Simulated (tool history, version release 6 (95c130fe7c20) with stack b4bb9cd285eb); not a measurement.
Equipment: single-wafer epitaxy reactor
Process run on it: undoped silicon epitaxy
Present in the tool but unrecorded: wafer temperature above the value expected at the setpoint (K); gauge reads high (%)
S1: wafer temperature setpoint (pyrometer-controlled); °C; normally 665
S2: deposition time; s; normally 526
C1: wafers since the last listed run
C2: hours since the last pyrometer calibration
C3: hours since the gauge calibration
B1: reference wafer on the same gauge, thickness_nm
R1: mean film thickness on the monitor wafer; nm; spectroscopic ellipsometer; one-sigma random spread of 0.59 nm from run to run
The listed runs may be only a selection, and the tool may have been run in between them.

run,hour,S1,S2,C1,C2,C3,B1,R1
1,0.0,665,526,0,858.6,178.7,136.027,137.861
2,17.6,665,526,79,876.2,196.3,136.106,139.138
3,89.8,674,456,326,948.4,268.5,135.923,148.020
4,106.6,674,456,75,965.2,285.3,135.808,148.058
5,133.1,665,526,119,991.7,311.8,136.107,139.047
6,161.6,665,526,128,1020.2,340.3,135.849,138.747
7,176.0,665,526,65,1034.6,354.7,135.980,139.346
8,259.1,665,526,375,1117.7,437.8,136.143,140.484
# hour 276.2: gauge calibrated
9,290.5,665,526,141,1149.1,14.3,136.265,141.107
10,313.2,656,618,102,1171.8,37.0,135.982,134.648
11,332.3,665,526,86,1190.9,56.1,135.728,140.846
# hour 344.9: pyrometer calibrated
12,352.5,665,526,55,7.6,76.3,135.952,133.416
13,378.1,659,555,115,33.2,101.9,135.937,122.384
14,406.8,650,568,129,61.9,130.6,135.740,101.699
15,467.6,670,526,274,122.7,191.4,135.932,151.416
16,503.2,676,625,160,158.3,227.0,136.050,203.483
17,563.1,665,526,270,218.2,286.9,135.720,134.320
18,590.9,665,526,125,246.0,314.7,136.020,132.948
19,612.0,677,433,95,267.1,335.8,136.167,144.770

Consider 4 possible next runs. They are alternatives, not a sequence: every one starts from the tool as it was left by run 19. What does each give?
A,612.5,665,526,2,267.6,336.3,?,?
B,612.5,678,611,2,267.6,336.3,?,?
C,612.5,672,587,2,267.6,336.3,?,?
D,612.5,676,456,2,267.6,336.3,?,?

run,B1,R1
A,136.062,133.503
B,136.062,207.813
C,136.062,174.609
D,136.062,148.349
Had the tool no hidden state, the same runs would have come out as:
run,R1
A,134.301
B,209.019
C,175.636
D,149.213
